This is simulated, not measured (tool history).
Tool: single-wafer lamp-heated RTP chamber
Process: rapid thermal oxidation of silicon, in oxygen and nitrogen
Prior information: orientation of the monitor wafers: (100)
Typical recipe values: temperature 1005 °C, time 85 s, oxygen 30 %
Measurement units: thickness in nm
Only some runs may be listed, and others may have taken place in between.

run,hour,temperature,time,oxygen,"read-back reference wafer on the same gauge, thickness",thickness
1,0,1005,85,30,4.659,5.118
2,51.1,1005,85,30,4.659,5.144
3,62,1005,85,30,4.659,5.147
4,69.1,1005,85,30,4.657,5.146
# hour 74.9: gauge calibrated
5,84,1005,85,30,4.66,5.167
# hour 93.1: oxygen flow controller replaced
6,93.6,1005,85,30,4.66,5.168
7,106.8,1005,85,30,4.663,5.188
# hour 124.8: pyrometer window cleaned and pyrometer calibrated
8,125.3,1005,85,30,4.659,5.105
9,131,1005,85,30,4.66,5.086
10,139.1,1005,85,30,4.662,5.098
11,147.8,1005,85,30,4.659,5.114
12,158,1005,85,30,4.659,5.1
13,171.6,976,85,17,4.659,3.632
14,177.9,1013,85,54,4.658,6.605
15,186.3,1005,85,30,4.661,5.125
16,195.7,982,57,17,4.66,3.311
17,207.8,1017,69,17,4.66,4.262
18,216.7,1027,72,48,4.66,6.527
19,228.6,1005,85,57,4.66,6.369
20,235.3,1018,85,17,4.66,4.667
21,242.3,1005,85,30,4.659,5.146
22,249.7,1024,99,17,4.659,5.18

Predict each of these 3 candidate next runs independently; none follows another, all start after run 22:
A,250.1,993,85,30,?,?
B,250.1,1019,71,30,?,?
C,250.1,1025,57,30,?,?

run,"read-back reference wafer on the same gauge, thickness",thickness
A,4.662,4.737
B,4.662,5.232
C,4.662,4.966
What these runs would have given with no unlogged condition in the tool:
run,thickness
A,4.699
B,5.189
C,4.927

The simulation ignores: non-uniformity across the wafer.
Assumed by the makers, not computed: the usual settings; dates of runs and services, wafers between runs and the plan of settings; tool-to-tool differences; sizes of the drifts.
